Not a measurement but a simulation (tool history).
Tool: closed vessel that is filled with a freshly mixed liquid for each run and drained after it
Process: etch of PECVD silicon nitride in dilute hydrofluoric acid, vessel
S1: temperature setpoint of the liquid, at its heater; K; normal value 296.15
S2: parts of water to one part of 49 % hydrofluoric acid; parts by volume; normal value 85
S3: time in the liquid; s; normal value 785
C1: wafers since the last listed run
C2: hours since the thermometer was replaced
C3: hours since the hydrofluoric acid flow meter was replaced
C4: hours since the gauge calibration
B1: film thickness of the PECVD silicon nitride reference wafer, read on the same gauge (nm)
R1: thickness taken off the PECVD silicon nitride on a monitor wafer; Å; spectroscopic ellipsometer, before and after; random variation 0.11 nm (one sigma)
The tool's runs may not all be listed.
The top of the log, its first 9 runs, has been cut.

| run | hour | S1 | S2 | S3 | C1 | C2 | C3 | C4 | B1 | R1 |
|---|---|---|---|---|---|---|---|---|---|---|
| 10 | 213.5 | 296.15 | 85 | 785 | 1078 | 1481.4 | 1328.6 | 442.5 | 149.99 | 255.3 |
|  | 223.3 | hydrofluoric acid flow meter replaced |
| 11 | 233.2 | 296.15 | 85 | 785 | 772 | 1501.1 | 9.9 | 462.2 | 150.03 | 234.0 |
| 12 | 248.2 | 299.65 | 85 | 785 | 619 | 1516.1 | 24.9 | 477.2 | 150.01 | 294.3 |
| 13 | 283.1 | 296.15 | 100 | 430 | 1442 | 1551.0 | 59.8 | 512.1 | 150.02 | 110.1 |
| 14 | 298.8 | 296.15 | 100 | 430 | 648 | 1566.7 | 75.5 | 527.8 | 150.01 | 109.7 |
|  | 304.0 | gauge calibrated |
| 15 | 316.3 | 296.15 | 100 | 620 | 723 | 1584.2 | 93.0 | 12.3 | 150.01 | 157.9 |
| 16 | 344.8 | 296.15 | 100 | 430 | 1177 | 1612.7 | 121.5 | 40.8 | 150.01 | 110.1 |
| 17 | 361.2 | 291.65 | 70 | 470 | 677 | 1629.1 | 137.9 | 57.2 | 149.97 | 124.9 |
| 18 | 382.9 | 296.15 | 85 | 1135 | 896 | 1650.8 | 159.6 | 78.9 | 149.98 | 337.7 |
|  | 385.2 | thermometer replaced |
| 19 | 448.6 | 292.65 | 85 | 445 | 2673 | 63.4 | 225.3 | 144.6 | 150.02 | 105.7 |
| 20 | 470.1 | 291.15 | 85 | 590 | 888 | 84.9 | 246.8 | 166.1 | 149.98 | 126.5 |
| 21 | 488.9 | 296.15 | 85 | 785 | 776 | 103.7 | 265.6 | 184.9 | 149.99 | 236.7 |
| 22 | 519.0 | 297.65 | 70 | 785 | 1243 | 133.8 | 295.7 | 215.0 | 150.01 | 317.3 |
| 23 | 540.8 | 300.15 | 85 | 785 | 900 | 155.6 | 317.5 | 236.8 | 149.99 | 310.8 |
| 24 | 555.5 | 292.15 | 65 | 785 | 607 | 170.3 | 332.2 | 251.5 | 150.01 | 235.5 |
| 25 | 568.6 | 296.15 | 65 | 395 | 541 | 183.4 | 345.3 | 264.6 | 150.01 | 155.7 |
| 26 | 587.7 | 296.15 | 85 | 785 | 789 | 202.5 | 364.4 | 283.7 | 150.01 | 237.5 |
| 27 | 619.7 | 296.15 | 85 | 785 | 1322 | 234.5 | 396.4 | 315.7 | 149.99 | 237.5 |
| 28 | 632.6 | 296.15 | 85 | 660 | 533 | 247.4 | 409.3 | 328.6 | 149.99 | 201.3 |
| 29 | 658.5 | 296.15 | 85 | 785 | 1070 | 273.3 | 435.2 | 354.5 | 149.98 | 241.3 |
| 30 | 679.0 | 296.15 | 70 | 785 | 847 | 293.8 | 455.7 | 375.0 | 149.98 | 291.3 |
| 31 | 735.8 | 296.15 | 85 | 1150 | 2347 | 350.6 | 512.5 | 431.8 | 150.01 | 354.1 |

What if the next run were any one of these 3? Each begins from the tool's condition after run 31:
| A | 736.7 | 296.15 | 85 | 785 | 37 | 351.5 | 513.4 | 432.7 | ? | ? |
| B | 736.7 | 298.65 | 55 | 1115 | 37 | 351.5 | 513.4 | 432.7 | ? | ? |
| C | 736.7 | 296.15 | 110 | 785 | 37 | 351.5 | 513.4 | 432.7 | ? | ? |

| run | B1 | R1 |
|---|---|---|
| A | 150.02 | 241.1 |
| B | 150.02 | 620.9 |
| C | 150.02 | 187.1 |
Take away the tool's hidden state, keep each run's random variation, and the runs would have read:
| run | R1 |
|---|---|
| A | 231.1 |
| B | 595.1 |
| C | 179.3 |

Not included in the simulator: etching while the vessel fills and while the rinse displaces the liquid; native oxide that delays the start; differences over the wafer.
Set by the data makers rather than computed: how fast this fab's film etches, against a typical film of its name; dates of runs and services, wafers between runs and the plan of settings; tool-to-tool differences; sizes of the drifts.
